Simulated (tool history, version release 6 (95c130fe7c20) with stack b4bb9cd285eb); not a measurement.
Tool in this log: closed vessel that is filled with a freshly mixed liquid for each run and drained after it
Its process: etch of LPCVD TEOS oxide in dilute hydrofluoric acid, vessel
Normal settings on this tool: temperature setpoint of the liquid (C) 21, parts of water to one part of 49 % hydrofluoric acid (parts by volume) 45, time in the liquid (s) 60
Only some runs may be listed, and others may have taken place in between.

run,hour,temperature setpoint of the liquid (C),parts of water to one part of 49 % hydrofluoric acid (parts by volume),time in the liquid (s),wafers since the last listed run,hours since the thermometer was replaced,hours since the hydrofluoric acid flow meter was replaced,hours since the gauge calibration,"read-back film thickness of the LPCVD TEOS oxide reference wafer, read on the same gauge (nm)",thickness taken off the LPCVD TEOS oxide on a monitor wafer (nm)
1,0,21,45,85,0,795,289.2,918.4,50.01,85.9
# hour 56: thermometer replaced
2,103.4,21,45,85,8381,47.4,392.6,1021.8,49.99,88.49
3,141.5,21,45,85,3118,85.5,430.7,1059.9,50.05,88.45
4,209.7,21,45,60,5582,153.7,498.9,1128.1,49.98,62
5,254.7,21,45,60,3683,198.7,543.9,1173.1,50,61.9
6,352.6,21,45,60,8013,296.6,641.8,1271,49.97,61.95
7,442.9,21,45,60,7391,386.9,732.1,1361.3,50,61.57
8,506.2,21,45,60,5181,450.2,795.4,1424.6,49.98,61.43
9,576.4,21,45,60,5746,520.4,865.6,1494.8,50.01,61.39
10,626.3,21,45,60,4084,570.3,915.5,1544.7,50,61.24
# hour 683.9: hydrofluoric acid flow meter replaced
11,776.4,23,45,60,12204,720.4,92.5,1694.8,49.96,66.12
# hour 778.6: thermometer replaced
# hour 841.6: gauge calibrated
12,961.1,21,45,60,15036,182.5,277.2,119.5,49.98,61.83
13,1008.4,21,60,60,3871,229.8,324.5,166.8,49.98,45.54
14,1211.4,24.5,25,30,16616,432.8,527.5,369.8,49.99,65.61
15,1270.2,21,45,60,4813,491.6,586.3,428.6,49.99,61.16
16,1342.7,18,45,60,5934,564.1,658.8,501.1,50.01,53.48
17,1413.7,21,45,60,5811,635.1,729.8,572.1,49.94,61.42
# hour 1430: thermometer replaced
18,1498.5,21,45,60,6859,68.5,814.6,656.9,50.06,61.78
# hour 1550.4: hydrofluoric acid flow meter replaced
19,1819,21,45,35,26152,389,268.6,977.4,50.02,36.19
20,1862.5,21,45,60,3560,432.5,312.1,1020.9,50.02,61.31
21,1965.9,19.5,50,30,8463,535.9,415.5,1124.3,49.97,25.63
22,2057.2,24,45,60,7473,627.2,506.8,1215.6,50,69.57
23,2157.7,21,45,60,8226,727.7,607.3,1316.1,50,60.66
24,2213.4,21,55,60,4559,783.4,663,1371.8,49.99,49.32

For some of the steps in thickness taken off the LPCVD TEOS oxide on a monitor wafer (nm) from one run to the next: how much would appear even if the tool had no hidden state, given the settings, what came in and random variation, and how much remains for the hidden state plus any gauge scatter that the measured result and the result without hidden state don't share?
Hidden state at play: liquid colder than its thermometer reads (K); hydrofluoric acid flow below the setpoint (%); gauge reads high (%).
Run 1 -> 2: thermometer replaced. thickness taken off the LPCVD TEOS oxide on a monitor wafer (nm) +2.59: hidden state +2.44, all else +0.15.
Run 17 -> 18: thermometer replaced. thickness taken off the LPCVD TEOS oxide on a monitor wafer (nm) +0.36: hidden state +1.05, all else -0.69.
Run 20 -> 21: temperature setpoint of the liquid (C) 21 -> 19.5, parts of water to one part of 49 % hydrofluoric acid (parts by volume) 45 -> 50, time in the liquid (s) 60 -> 30. thickness taken off the LPCVD TEOS oxide on a monitor wafer (nm) -35.68: hidden state +0.43, all else -36.11.
Run 21 -> 22: temperature setpoint of the liquid (C) 19.5 -> 24, parts of water to one part of 49 % hydrofluoric acid (parts by volume) 50 -> 45, time in the liquid (s) 30 -> 60. thickness taken off the LPCVD TEOS oxide on a monitor wafer (nm) +43.94: hidden state -0.94, all else +44.88.

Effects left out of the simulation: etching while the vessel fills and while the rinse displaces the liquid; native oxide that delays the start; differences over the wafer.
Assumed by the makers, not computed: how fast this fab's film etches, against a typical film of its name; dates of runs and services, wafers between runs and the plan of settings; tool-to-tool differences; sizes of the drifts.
